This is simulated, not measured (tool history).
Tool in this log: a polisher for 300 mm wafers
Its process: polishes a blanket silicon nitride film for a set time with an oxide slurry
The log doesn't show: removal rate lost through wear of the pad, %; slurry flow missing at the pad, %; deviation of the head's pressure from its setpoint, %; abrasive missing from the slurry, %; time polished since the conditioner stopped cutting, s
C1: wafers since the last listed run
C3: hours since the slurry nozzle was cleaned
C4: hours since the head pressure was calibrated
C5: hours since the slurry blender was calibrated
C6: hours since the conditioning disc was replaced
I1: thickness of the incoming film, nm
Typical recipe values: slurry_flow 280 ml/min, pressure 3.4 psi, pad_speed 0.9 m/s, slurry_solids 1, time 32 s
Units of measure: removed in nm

{"run": 1, "hour": 0.0, "slurry_flow": 280, "pressure": 3.4, "pad_speed": 0.9, "slurry_solids": 1, "time": 32, "C1": 0, "wafers polished on this pad": 3499, "C3": 183.5, "C4": 505.5, "C5": 226.5, "C6": 472.7, "I1": 263.3, "removed": 16.3}
{"run": 2, "hour": 49.1, "slurry_flow": 280, "pressure": 3.4, "pad_speed": 0.9, "slurry_solids": 1, "time": 32, "C1": 667, "wafers polished on this pad": 4166, "C3": 232.6, "C4": 554.6, "C5": 275.6, "C6": 521.8, "I1": 259, "removed": 15.7}
{"run": 3, "hour": 74.8, "slurry_flow": 280, "pressure": 3, "pad_speed": 0.9, "slurry_solids": 1, "time": 32, "C1": 349, "wafers polished on this pad": 4516, "C3": 258.3, "C4": 580.3, "C5": 301.3, "C6": 547.5, "I1": 257.8, "removed": 13.6}
{"hour": 125.1, "done": "worn pad replaced by a new one"}
{"run": 4, "hour": 125.6, "slurry_flow": 280, "pressure": 3, "pad_speed": 0.9, "slurry_solids": 1, "time": 32, "C1": 636, "wafers polished on this pad": 7, "C3": 309.1, "C4": 631.1, "C5": 352.1, "C6": 598.3, "I1": 260, "removed": 15.3}
{"hour": 133.5, "done": "conditioning disc replaced and pad reconditioned"}
{"hour": 186.7, "done": "slurry blender recalibrated"}
{"run": 5, "hour": 286.4, "slurry_flow": 280, "pressure": 3.4, "pad_speed": 0.9, "slurry_solids": 1, "time": 32, "C1": 2132, "wafers polished on this pad": 2139, "C3": 469.9, "C4": 791.9, "C5": 99.7, "C6": 152.9, "I1": 258.2, "removed": 16.6}
{"hour": 348.4, "done": "head pressure recalibrated"}
{"run": 6, "hour": 351.4, "slurry_flow": 280, "pressure": 3.4, "pad_speed": 0.9, "slurry_solids": 1, "time": 32, "C1": 856, "wafers polished on this pad": 2996, "C3": 534.9, "C4": 3, "C5": 164.7, "C6": 217.9, "I1": 265, "removed": 16}
{"run": 7, "hour": 404.2, "slurry_flow": 280, "pressure": 3.4, "pad_speed": 0.9, "slurry_solids": 1, "time": 32, "C1": 718, "wafers polished on this pad": 3714, "C3": 587.7, "C4": 55.8, "C5": 217.5, "C6": 270.7, "I1": 257.5, "removed": 15.5}
{"run": 8, "hour": 439.4, "slurry_flow": 280, "pressure": 3.4, "pad_speed": 0.9, "slurry_solids": 1, "time": 32, "C1": 478, "wafers polished on this pad": 4193, "C3": 622.9, "C4": 91, "C5": 252.7, "C6": 305.9, "I1": 260.4, "removed": 15.4}
{"run": 9, "hour": 502.2, "slurry_flow": 280, "pressure": 3.4, "pad_speed": 0.9, "slurry_solids": 1, "time": 32, "C1": 854, "wafers polished on this pad": 5047, "C3": 685.7, "C4": 153.8, "C5": 315.5, "C6": 368.7, "I1": 261.6, "removed": 14.1}
{"hour": 519.2, "done": "worn pad replaced by a new one"}
{"run": 10, "hour": 563.5, "slurry_flow": 280, "pressure": 3.4, "pad_speed": 0.9, "slurry_solids": 1, "time": 32, "C1": 779, "wafers polished on this pad": 602, "C3": 747, "C4": 215.1, "C5": 376.8, "C6": 430, "I1": 258.5, "removed": 16.2}
{"hour": 570.7, "done": "slurry blender recalibrated"}
{"hour": 572.0, "done": "slurry nozzle cleaned"}
{"run": 11, "hour": 622.1, "slurry_flow": 280, "pressure": 3.4, "pad_speed": 0.9, "slurry_solids": 1, "time": 32, "C1": 756, "wafers polished on this pad": 1358, "C3": 50.1, "C4": 273.7, "C5": 51.4, "C6": 488.6, "I1": 259, "removed": 17.5}
{"run": 12, "hour": 678.0, "slurry_flow": 250, "pressure": 4.4, "pad_speed": 0.9, "slurry_solids": 1.2, "time": 41, "C1": 760, "wafers polished on this pad": 2118, "C3": 106, "C4": 329.6, "C5": 107.3, "C6": 544.5, "I1": 260.9, "removed": 29.4}
{"run": 13, "hour": 703.8, "slurry_flow": 280, "pressure": 4.3, "pad_speed": 0.9, "slurry_solids": 1, "time": 32, "C1": 350, "wafers polished on this pad": 2469, "C3": 131.8, "C4": 355.4, "C5": 133.1, "C6": 570.3, "I1": 259.4, "removed": 20.7}
{"hour": 743.3, "done": "conditioning disc replaced and pad reconditioned"}
{"run": 14, "hour": 766.3, "slurry_flow": 280, "pressure": 3.4, "pad_speed": 1.04, "slurry_solids": 1, "time": 28, "C1": 822, "wafers polished on this pad": 3292, "C3": 194.3, "C4": 417.9, "C5": 195.6, "C6": 23, "I1": 261.5, "removed": 15.8}
{"run": 15, "hour": 802.7, "slurry_flow": 340, "pressure": 3.4, "pad_speed": 0.62, "slurry_solids": 1, "time": 32, "C1": 495, "wafers polished on this pad": 3787, "C3": 230.7, "C4": 454.3, "C5": 232, "C6": 59.4, "I1": 260.8, "removed": 11.9}
{"run": 16, "hour": 834.1, "slurry_flow": 250, "pressure": 3.8, "pad_speed": 0.9, "slurry_solids": 1, "time": 23, "C1": 427, "wafers polished on this pad": 4214, "C3": 262.1, "C4": 485.7, "C5": 263.4, "C6": 90.8, "I1": 264.3, "removed": 12.2}
{"hour": 918.7, "done": "worn pad replaced by a new one"}
{"hour": 1007.5, "done": "slurry blender recalibrated"}
{"run": 17, "hour": 1034.0, "slurry_flow": 365, "pressure": 3.4, "pad_speed": 1.04, "slurry_solids": 1, "time": 32, "C1": 2637, "wafers polished on this pad": 1541, "C3": 462, "C4": 685.6, "C5": 26.5, "C6": 290.7, "I1": 259.8, "removed": 19.2}
{"run": 18, "hour": 1099.5, "slurry_flow": 280, "pressure": 3.4, "pad_speed": 0.78, "slurry_solids": 1, "time": 32, "C1": 890, "wafers polished on this pad": 2431, "C3": 527.5, "C4": 751.1, "C5": 92, "C6": 356.2, "I1": 265.1, "removed": 14.5}
{"run": 19, "hour": 1140.8, "slurry_flow": 280, "pressure": 2.5, "pad_speed": 0.64, "slurry_solids": 1.25, "time": 27, "C1": 561, "wafers polished on this pad": 2993, "C3": 568.8, "C4": 792.4, "C5": 133.3, "C6": 397.5, "I1": 256.7, "removed": 8.4}
{"run": 20, "hour": 1182.3, "slurry_flow": 280, "pressure": 2.9, "pad_speed": 0.9, "slurry_solids": 1, "time": 32, "C1": 564, "wafers polished on this pad": 3558, "C3": 610.3, "C4": 833.9, "C5": 174.8, "C6": 439, "I1": 263.4, "removed": 13.4}
{"run": 21, "hour": 1207.6, "slurry_flow": 210, "pressure": 3.4, "pad_speed": 1.12, "slurry_solids": 1, "time": 32, "C1": 344, "wafers polished on this pad": 3902, "C3": 635.6, "C4": 859.2, "C5": 200.1, "C6": 464.3, "I1": 255.3, "removed": 17.6}
{"hour": 1271.9, "done": "conditioning disc replaced and pad reconditioned"}
{"hour": 1294.0, "done": "head pressure recalibrated"}
{"hour": 1319.8, "done": "worn pad replaced by a new one"}
{"hour": 1351.3, "done": "slurry nozzle cleaned"}
{"run": 22, "hour": 1391.9, "slurry_flow": 280, "pressure": 3.4, "pad_speed": 1.14, "slurry_solids": 1, "time": 32, "C1": 2384, "wafers polished on this pad": 967, "C3": 40.6, "C4": 97.9, "C5": 384.4, "C6": 120, "I1": 257.6, "removed": 20.4}
{"run": 23, "hour": 1446.5, "slurry_flow": 280, "pressure": 3.4, "pad_speed": 0.9, "slurry_solids": 1, "time": 32, "C1": 742, "wafers polished on this pad": 1710, "C3": 95.2, "C4": 152.5, "C5": 439, "C6": 174.6, "I1": 259, "removed": 17.2}
{"hour": 1469.1, "done": "slurry blender recalibrated"}
{"run": 24, "hour": 1496.4, "slurry_flow": 280, "pressure": 3.4, "pad_speed": 0.9, "slurry_solids": 1, "time": 32, "C1": 651, "wafers polished on this pad": 2361, "C3": 145.1, "C4": 202.4, "C5": 27.3, "C6": 224.5, "I1": 260, "removed": 16.6}
{"run": 25, "hour": 1537.3, "slurry_flow": 280, "pressure": 3.4, "pad_speed": 0.9, "slurry_solids": 1.1, "time": 32, "C1": 556, "wafers polished on this pad": 2917, "C3": 186, "C4": 243.3, "C5": 68.2, "C6": 265.4, "I1": 258.7, "removed": 17.1}
{"run": 26, "hour": 1572.0, "slurry_flow": 280, "pressure": 3.4, "pad_speed": 0.72, "slurry_solids": 1.2, "time": 32, "C1": 471, "wafers polished on this pad": 3389, "C3": 220.7, "C4": 278, "C5": 102.9, "C6": 300.1, "I1": 261.4, "removed": 14.2}

Consider 3 possible next runs. They are alternatives, not a sequence: every one starts from the tool as it was left by run 26. What does each give?
{"run": "A", "hour": 1572.4, "slurry_flow": 280, "pressure": 3.4, "pad_speed": 0.9, "slurry_solids": 1, "time": 29, "C1": 5, "wafers polished on this pad": 3395, "C3": 221.1, "C4": 278.4, "C5": 103.3, "C6": 300.5, "I1": 258.4, "removed": "?"}
{"run": "B", "hour": 1572.4, "slurry_flow": 280, "pressure": 4.2, "pad_speed": 1.08, "slurry_solids": 1, "time": 37, "C1": 5, "wafers polished on this pad": 3395, "C3": 221.1, "C4": 278.4, "C5": 103.3, "C6": 300.5, "I1": 258.4, "removed": "?"}
{"run": "C", "hour": 1572.4, "slurry_flow": 355, "pressure": 3.4, "pad_speed": 0.62, "slurry_solids": 1, "time": 35, "C1": 5, "wafers polished on this pad": 3395, "C3": 221.1, "C4": 278.4, "C5": 103.3, "C6": 300.5, "I1": 258.4, "removed": "?"}

run=A removed=14.1
run=B removed=25.6
run=C removed=13.1
Without the tool's hidden state the same runs would have given:
run=A removed=16.1
run=B removed=29.1
run=C removed=14.7
